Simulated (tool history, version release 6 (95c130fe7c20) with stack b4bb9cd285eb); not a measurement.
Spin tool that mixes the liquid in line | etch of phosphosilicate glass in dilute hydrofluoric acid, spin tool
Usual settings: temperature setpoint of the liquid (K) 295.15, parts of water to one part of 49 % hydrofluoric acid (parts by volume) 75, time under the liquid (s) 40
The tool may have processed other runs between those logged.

run	hour	temperature setpoint of the liquid (K)	parts of water to one part of 49 % hydrofluoric acid (parts by volume)	time under the liquid (s)	read-back film thickness of the phosphosilicate glass reference wafer, read on the same gauge (nm)	thickness taken off the phosphosilicate glass on a monitor wafer (Å)
1	0.0	299.15	75	40	40.02	546.8
2	6.9	295.15	95	40	39.97	360.9
3	18.8	295.15	95	40	39.99	360.5
4	33.6	295.15	55	55	40.01	910.3
5	44.5	295.15	75	40	39.95	468.6
6	50.7	295.15	75	40	40.01	465.9
7	67.6	295.15	75	40	39.97	467.4
8	79.5	295.15	75	40	39.98	466.9
9	88.5	295.15	75	40	39.99	468.8
10	104.2	295.15	75	40	39.97	463.2
11	110.2	295.15	75	40	40.03	464.8
12	127.7	295.15	75	40	40.01	463.7
# hour 130.4: hydrofluoric acid flow meter replaced
13	141.4	295.15	75	40	40.01	482.6
14	151.8	292.15	75	40	40.01	428.5
15	167.1	292.15	75	40	39.97	424.3
16	179.6	295.15	105	40	40.05	330.4
17	222.9	295.15	75	40	39.99	483.1
18	234.0	298.15	100	40	39.98	395.0
19	244.2	296.65	75	40	39.98	511.4
20	259.2	295.15	75	40	40.04	476.7
21	271.7	292.65	40	30	40.02	638.2
22	278.1	295.15	75	40	40.04	481.1
23	288.5	297.65	95	20	39.99	202.9
24	296.2	295.15	75	40	40.00	477.5
25	306.7	297.15	75	35	40.04	452.0
# hour 314.1: thermometer replaced
26	314.6	295.15	75	40	40.02	482.3
# hour 315.6: gauge calibrated
27	364.2	296.65	45	40	40.02	871.1
28	380.4	290.65	40	15	40.04	286.3
29	394.7	299.15	85	20	40.00	240.9
30	405.1	295.15	60	60	39.98	900.8
31	411.2	298.15	60	20	40.05	341.4
32	423.3	298.65	110	50	39.98	446.7

Give the tool's hidden conditions for every run:
liquid hotter than its thermometer reads (K): 0 on each run
gauge reads high (%): 0 on each run
H1: hydrofluoric acid flow below the setpoint (%)
run	H1
1	3.39
2	3.44
3	3.51
4	3.6
5	3.67
6	3.71
7	3.82
8	3.89
9	3.95
10	4.05
11	4.08
12	4.19
13	0.252
14	0.317
15	0.413
16	0.491
17	0.763
18	0.833
19	0.897
20	0.991
21	1.07
22	1.11
23	1.17
24	1.22
25	1.29
26	1.34
27	1.65
28	1.75
29	1.84
30	1.91
31	1.94
32	2.02
